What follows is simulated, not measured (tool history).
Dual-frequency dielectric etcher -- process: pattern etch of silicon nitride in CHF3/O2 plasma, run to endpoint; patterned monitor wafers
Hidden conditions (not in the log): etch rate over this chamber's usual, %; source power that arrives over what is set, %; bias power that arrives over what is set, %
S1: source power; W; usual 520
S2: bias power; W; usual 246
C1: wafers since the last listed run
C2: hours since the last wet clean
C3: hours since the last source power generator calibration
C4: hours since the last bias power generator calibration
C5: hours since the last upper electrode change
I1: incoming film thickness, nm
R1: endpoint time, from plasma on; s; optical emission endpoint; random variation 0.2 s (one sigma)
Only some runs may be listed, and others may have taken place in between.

run	hour	S1	S2	C1	C2	C3	C4	C5	I1	R1
1	0	520	246	0	412.8	4896.6	4401.5	1720.2	99.3	64.4
2	21.7	520	246	274	434.5	4918.3	4423.2	1741.9	99	63.8
3	36.4	520	246	186	449.2	4933	4437.9	1756.6	98.7	64.1
4	50	520	282	172	462.8	4946.6	4451.5	1770.2	98.2	60.1
# hour 64.6: source power generator calibrated
# hour 82.3: upper electrode replaced
# hour 92.7: wet clean of the chamber
5	93.2	520	282	140	0.5	28.6	4494.7	10.9	98.8	57.7
6	93.5	520	282	3	0.8	28.9	4495	11.2	98.6	57.4
7	93.9	520	205	5	1.2	29.3	4495.4	11.6	98.8	66.6
8	97.4	650	246	44	4.7	32.8	4498.9	15.1	97.8	56.7
9	107.5	520	246	127	14.8	42.9	4509	25.2	98.8	61.8
# hour 119.8: bias power generator calibrated
10	125.1	520	199	172	32.4	60.5	5.3	42.8	99.4	68.2
11	132.2	610	285	89	39.5	67.6	12.4	49.9	98.8	55
12	139.7	390	191	95	47	75.1	19.9	57.4	97.5	74.1
13	154.9	520	246	192	62.2	90.3	35.1	72.6	98.2	61.7
14	168.6	520	246	173	75.9	104	48.8	86.3	98.9	61.8

Here are 5 independent what-if runs from the current tool condition. What would each one return?
A	169	460	246	5	76.3	104.4	49.2	86.7	99	?
B	169	600	225	5	76.3	104.4	49.2	86.7	99	?
C	169	460	293	5	76.3	104.4	49.2	86.7	99	?
D	169	410	246	5	76.3	104.4	49.2	86.7	99	?
E	169	520	278	5	76.3	104.4	49.2	86.7	99	?

run	R1
A	64.3
B	61.8
C	59.4
D	66.4
E	58.7
With the hidden condition removed and each run's random variation left untouched, the same runs would have given:
run	R1
A	63.5
B	61
C	58.7
D	65.6
E	58
